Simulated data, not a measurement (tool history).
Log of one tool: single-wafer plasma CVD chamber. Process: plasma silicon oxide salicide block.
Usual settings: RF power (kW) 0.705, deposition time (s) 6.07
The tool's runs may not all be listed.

run   hour  RF power (kW)  deposition time (s)  wafers since the last listed run  hours since the last RF generator calibration  hours since the showerhead was replaced  hours since the gauge calibration  read-back reference wafer on the same gauge, thickness_nm  mean film thickness on the monitor wafer (Å)
  1      0          0.705                 6.34                                 0                                           1105                                   3968.4                              172.8                                                     70.494                                         667.3
  2      7          0.705                 6.07                               190                                           1112                                   3975.4                              179.8                                                     70.483                                        640.63
  3   15.6          0.705                 6.07                               234                                         1120.6                                     3984                              188.4                                                       70.5                                        637.73
  4   24.8          0.705                 6.07                               250                                         1129.8                                   3993.2                              197.6                                                     70.475                                        641.25
  5   39.4          0.705                 6.07                               397                                         1144.4                                   4007.8                              212.2                                                     70.519                                        639.34
  6   54.5          0.705                 6.56                               411                                         1159.5                                   4022.9                              227.3                                                      70.52                                         690.5
  7   70.7          0.705                 6.56                               441                                         1175.7                                   4039.1                              243.5                                                      70.47                                        690.06
  8   85.8          0.705                 6.07                               411                                         1190.8                                   4054.2                              258.6                                                     70.455                                        640.46
      94.5  -- gauge calibrated
     105.1  -- showerhead replaced
  9  126.4          0.785                 6.63                               888                                         1231.4                                     21.3                               31.9                                                     70.447                                        717.13
     147.3  -- RF generator calibrated
 10  147.8          0.705                 6.97                               365                                            0.5                                     42.7                               53.3                                                     70.512                                        734.92
 11  155.6          0.665                 4.96                               212                                            8.3                                     50.5                               61.1                                                     70.512                                        516.37
 12  162.7           0.82                 5.62                               193                                           15.4                                     57.6                               68.2                                                     70.514                                        615.61
 13    216           0.76                 6.07                              1452                                           68.7                                    110.9                              121.5                                                     70.537                                        650.96
 14    224           0.67                 7.19                               218                                           76.7                                    118.9                              129.5                                                     70.497                                        749.63
 15  235.2          0.705                 6.07                               305                                           87.9                                    130.1                              140.7                                                     70.552                                        639.95
 16  243.1          0.665                 7.09                               215                                           95.8                                      138                              148.6                                                     70.471                                        737.68

How the hidden state differs across the entries between the runs, from the last listed run before each to the first after it:
Between runs 8 and 9: gauge calibrated (hour 94.5); showerhead replaced (hour 105.1)
  no hidden state differs between the two runs
Between runs 9 and 10: RF generator calibrated (hour 147.3)
  no hidden state differs between the two runs
